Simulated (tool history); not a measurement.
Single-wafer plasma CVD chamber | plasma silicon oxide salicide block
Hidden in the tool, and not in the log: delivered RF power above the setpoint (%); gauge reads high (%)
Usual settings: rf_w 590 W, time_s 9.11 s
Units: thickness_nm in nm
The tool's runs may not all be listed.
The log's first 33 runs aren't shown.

run	hour	rf_w	time_s	wafers since the last listed run	hours since the last RF generator calibration	hours since the showerhead was replaced	hours since the gauge calibration	read-back reference wafer on the same gauge, thickness_nm	thickness_nm
34	1956.9	630	7.62	1791	830.2	259.1	1192.5	102.011	79.678
35	2013.6	590	9.11	1569	886.9	315.8	1249.2	101.943	94.797
# hour 2053.3: RF generator calibrated
36	2078.9	475	9.11	1586	25.6	381.1	1314.5	101.959	94.114
37	2134.6	685	9.11	1542	81.3	436.8	1370.2	101.938	96.813
38	2196.1	675	9.57	1702	142.8	498.3	1431.7	102.013	101.113
# hour 2210.8: gauge calibrated
39	2264.1	590	9.11	1882	210.8	566.3	53.3	102.015	95.041
40	2312.7	515	9.8	1345	259.4	614.9	101.9	101.977	101.489
41	2376.6	590	9.11	1769	323.3	678.8	165.8	102.025	95.435
42	2433.1	590	9.11	1564	379.8	735.3	222.3	101.936	95.603

Forecast each of these 5 alternatives for the next run:
A	2433.5	630	9.11	11	380.2	735.7	222.7	?	?
B	2433.5	695	8.25	11	380.2	735.7	222.7	?	?
C	2433.5	590	8.64	11	380.2	735.7	222.7	?	?
D	2433.5	645	9.11	11	380.2	735.7	222.7	?	?
E	2433.5	650	9.79	11	380.2	735.7	222.7	?	?

run	read-back reference wafer on the same gauge, thickness_nm	thickness_nm
A	102.127	95.571
B	102.127	87.37
C	102.127	90.103
D	102.127	95.782
E	102.127	103.007
Without the tool's hidden state the same runs would have given:
run	thickness_nm
A	95.827
B	87.603
C	90.344
D	96.038
E	103.283
